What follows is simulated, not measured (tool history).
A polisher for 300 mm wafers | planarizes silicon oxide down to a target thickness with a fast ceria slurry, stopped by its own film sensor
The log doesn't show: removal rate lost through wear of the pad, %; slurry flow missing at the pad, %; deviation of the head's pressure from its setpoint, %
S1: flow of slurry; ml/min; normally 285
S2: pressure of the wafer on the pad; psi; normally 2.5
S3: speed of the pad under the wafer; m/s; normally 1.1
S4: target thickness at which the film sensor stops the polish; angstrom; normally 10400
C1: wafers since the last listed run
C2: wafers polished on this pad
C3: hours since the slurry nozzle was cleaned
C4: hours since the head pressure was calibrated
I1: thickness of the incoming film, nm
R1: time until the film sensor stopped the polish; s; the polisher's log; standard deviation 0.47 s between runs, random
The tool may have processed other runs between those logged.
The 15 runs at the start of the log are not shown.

| run | day | S1 | S2 | S3 | S4 | C1 | C2 | C3 | C4 | I1 | R1 |
|---|---|---|---|---|---|---|---|---|---|---|---|
|  | 45.054 | worn pad replaced by a new one |
|  | 47.662 | slurry nozzle cleaned |
| 16 | 47.683 | 285 | 2.5 | 1.1 | 8230 | 1350 | 518 | 0.5 | 402.6 | 1739.6 | 64.8 |
| 17 | 49.675 | 285 | 3 | 1.1 | 8140 | 398 | 916 | 48.3 | 450.4 | 1703.2 | 57.6 |
| 18 | 53.262 | 220 | 2.5 | 1.1 | 10400 | 718 | 1635 | 134.4 | 536.5 | 1725.4 | 49.3 |
| 19 | 56.238 | 285 | 2.5 | 1.22 | 10400 | 595 | 2230 | 205.8 | 607.9 | 1735.4 | 46.2 |
|  | 57.992 | head pressure recalibrated |
| 20 | 58.542 | 220 | 2.2 | 0.82 | 8130 | 444 | 2675 | 261.1 | 13.2 | 1706.4 | 79.9 |
| 21 | 60.938 | 285 | 2.5 | 1.32 | 10400 | 479 | 3155 | 318.6 | 70.7 | 1695.3 | 42.4 |
| 22 | 64.988 | 375 | 2.5 | 0.78 | 11370 | 810 | 3966 | 415.8 | 167.9 | 1720.2 | 48.9 |
| 23 | 68.004 | 285 | 2.9 | 1.1 | 10400 | 604 | 4570 | 488.2 | 240.3 | 1710.9 | 45.5 |
| 24 | 70.988 | 285 | 2.5 | 1.1 | 10400 | 597 | 5167 | 559.8 | 311.9 | 1737.6 | 51 |
| 25 | 72.508 | 195 | 2.5 | 1.1 | 11090 | 304 | 5472 | 596.3 | 348.4 | 1734.9 | 47.4 |
|  | 74.183 | slurry nozzle cleaned |
| 26 | 75.796 | 285 | 2.5 | 1.1 | 10400 | 649 | 6122 | 38.7 | 427.3 | 1685.6 | 47.2 |
|  | 77.2 | worn pad replaced by a new one |
| 27 | 79.904 | 285 | 3.1 | 0.74 | 9470 | 789 | 541 | 137.3 | 525.9 | 1696.1 | 58.1 |
| 28 | 83.55 | 285 | 2.5 | 1.1 | 10400 | 730 | 1271 | 224.8 | 613.4 | 1713.7 | 47.1 |
| 29 | 86.825 | 285 | 2.9 | 1.1 | 8350 | 655 | 1927 | 303.4 | 692 | 1720.5 | 58.3 |
| 30 | 89.342 | 285 | 2.5 | 0.88 | 10400 | 503 | 2431 | 363.8 | 752.4 | 1713.4 | 53.4 |
|  | 92.829 | head pressure recalibrated |
| 31 | 92.85 | 285 | 2.5 | 0.76 | 9190 | 685 | 3117 | 448 | 0.5 | 1712.5 | 68.6 |
| 32 | 96.508 | 230 | 2.1 | 0.98 | 12280 | 732 | 3849 | 535.8 | 88.3 | 1709.4 | 40.3 |
| 33 | 99.696 | 285 | 2.5 | 1.1 | 10400 | 638 | 4488 | 612.3 | 164.8 | 1711.1 | 48.2 |
| 34 | 101.442 | 285 | 2.5 | 1.1 | 10400 | 349 | 4837 | 654.2 | 206.7 | 1682.9 | 46.2 |
|  | 101.642 | slurry nozzle cleaned |
| 35 | 103.671 | 285 | 2.5 | 1.1 | 10400 | 438 | 5275 | 48.7 | 260.2 | 1712 | 49.4 |
|  | 106.775 | worn pad replaced by a new one |
| 36 | 107.392 | 200 | 2.5 | 1.1 | 10400 | 711 | 123 | 138 | 349.5 | 1726.4 | 49.9 |

4 options for the next run, each taken on its own from the tool as it stands now. Forecast them:
| A | 107.408 | 285 | 2.5 | 1.1 | 8220 | 3 | 126 | 138.4 | 349.9 | 1746.4 | ? |
| B | 107.408 | 285 | 2.5 | 1.1 | 11840 | 3 | 126 | 138.4 | 349.9 | 1746.4 | ? |
| C | 107.408 | 285 | 2.9 | 0.74 | 11180 | 3 | 126 | 138.4 | 349.9 | 1746.4 | ? |
| D | 107.408 | 285 | 1.8 | 1.1 | 8350 | 3 | 126 | 138.4 | 349.9 | 1746.4 | ? |

| run | R1 |
|---|---|
| A | 63.9 |
| B | 38.9 |
| C | 50 |
| D | 71.1 |
Take away the tool's hidden state, keep each run's random variation, and the runs would have read:
| run | R1 |
|---|---|
| A | 63.6 |
| B | 38.7 |
| C | 49.8 |
| D | 70.8 |

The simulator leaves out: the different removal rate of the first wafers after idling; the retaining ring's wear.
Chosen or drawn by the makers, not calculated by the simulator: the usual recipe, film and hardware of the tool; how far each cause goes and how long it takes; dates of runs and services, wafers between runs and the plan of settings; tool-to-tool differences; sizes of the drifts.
